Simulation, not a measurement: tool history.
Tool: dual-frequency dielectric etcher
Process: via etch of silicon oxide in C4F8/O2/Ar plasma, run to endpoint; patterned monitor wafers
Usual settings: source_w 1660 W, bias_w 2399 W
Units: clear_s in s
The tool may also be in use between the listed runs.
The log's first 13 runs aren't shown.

run   hour  source_w  bias_w  incoming incoming film thickness, nm  clear_s
     355.1  -- upper electrode replaced
 14  355.6      1890    2108                                2022.5    429.5
 15  359.1      1660    2399                                2026.1    437.1
 16  372.7      1660    2605                                2005.3    425.7
 17  406.0      1980    2556                                2007.5    402.8
 18  431.5      1270    2069                                2022.4    501.6
 19  454.5      1940    1885                                2019.5    438.9
 20  500.8      1290    2915                                2017.3    457.4
 21  531.6      1660    2399                                2007.2    439.8
 22  563.4      1660    2399                                2001.4    436.6
     603.6  -- wet clean of the chamber
 23  604.1      1660    2631                                2025.2    423.5
 24  617.9      2020    2908                                2028.4    385.5
 25  634.2      1660    2399                                2015.6    427.1
 26  653.1      1930    2007                                2030.1    428.0
 27  684.5      1660    2399                                2003.3    428.4
 28  728.8      1770    2656                                2021.8    412.8
 29  752.8      1790    2241                                1991.1    422.5
 30  779.1      1420    2017                                2015.7    476.1
 31  803.4      1400    2248                                2013.4    467.6
 32  905.8      1660    2399                                2005.4    434.9
 33  925.3      1660    2399                                2008.0    436.4

The next listed run, before its measurement:
 34  944.4      1440    2866                                2019.1        ?

Run 34 gave clear_s 442.0 s.
Without the tool's hidden state the same run would have given clear_s 433.3 s.
